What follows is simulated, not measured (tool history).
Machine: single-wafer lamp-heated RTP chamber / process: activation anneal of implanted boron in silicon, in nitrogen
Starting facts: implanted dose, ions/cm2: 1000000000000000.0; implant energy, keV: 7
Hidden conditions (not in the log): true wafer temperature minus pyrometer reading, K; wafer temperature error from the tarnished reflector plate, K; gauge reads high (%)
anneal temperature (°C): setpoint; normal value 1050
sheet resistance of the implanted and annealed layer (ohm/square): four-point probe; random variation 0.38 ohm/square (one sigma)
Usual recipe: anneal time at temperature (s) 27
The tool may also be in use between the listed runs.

run	hour	anneal temperature (°C)	anneal time at temperature (s)	wafers since the last listed run	wafers since the last pyrometer calibration	wafers since the reflector plate was cleaned	hours since the gauge calibration	read-back reference wafer on the same gauge, sheet resistance	sheet resistance of the implanted and annealed layer (ohm/square)
1	0.0	1050	39	0	2588	2156	78.9	154.01	128.46
2	15.2	1032	37	198	2787	2355	94.1	153.98	136.30
3	29.1	1032	37	181	2969	2537	108.0	153.92	135.89
4	57.9	1032	37	376	3346	2914	136.8	153.90	136.44
5	77.3	1038	27	253	3600	3168	156.2	153.90	136.85
6	97.8	1038	27	268	3868	3436	176.7	153.98	137.18
7	112.3	1038	27	189	4057	3625	191.2	153.90	136.60
8	138.0	1050	27	336	4394	3962	216.9	154.09	132.36
9	167.9	1074	43	391	4785	4353	246.8	153.98	124.64
# hour 193.1: pyrometer window cleaned and pyrometer calibrated
10	193.6	1040	42	231	6	4584	272.5	153.93	131.23
11	199.3	1034	12	74	81	4659	278.2	153.92	145.32
# hour 207.2: gauge calibrated
# hour 238.2: reflector plate cleaned
12	299.7	1023	27	1208	1290	804	92.5	153.94	142.39
13	318.0	1050	27	239	1529	1043	110.8	153.91	132.04
14	339.2	1028	21	277	1806	1321	132.0	154.14	142.86
15	353.1	1073	33	181	1988	1503	145.9	154.03	126.14
16	376.7	1024	13	308	2297	1811	169.5	153.98	147.63

Exercise: give the hidden state of the tool at every run:
true wafer temperature minus pyrometer reading, K: 0 across all the runs
wafer temperature error from the tarnished reflector plate, K: 0 across all the runs
gauge reads high (%): 0 across all the runs
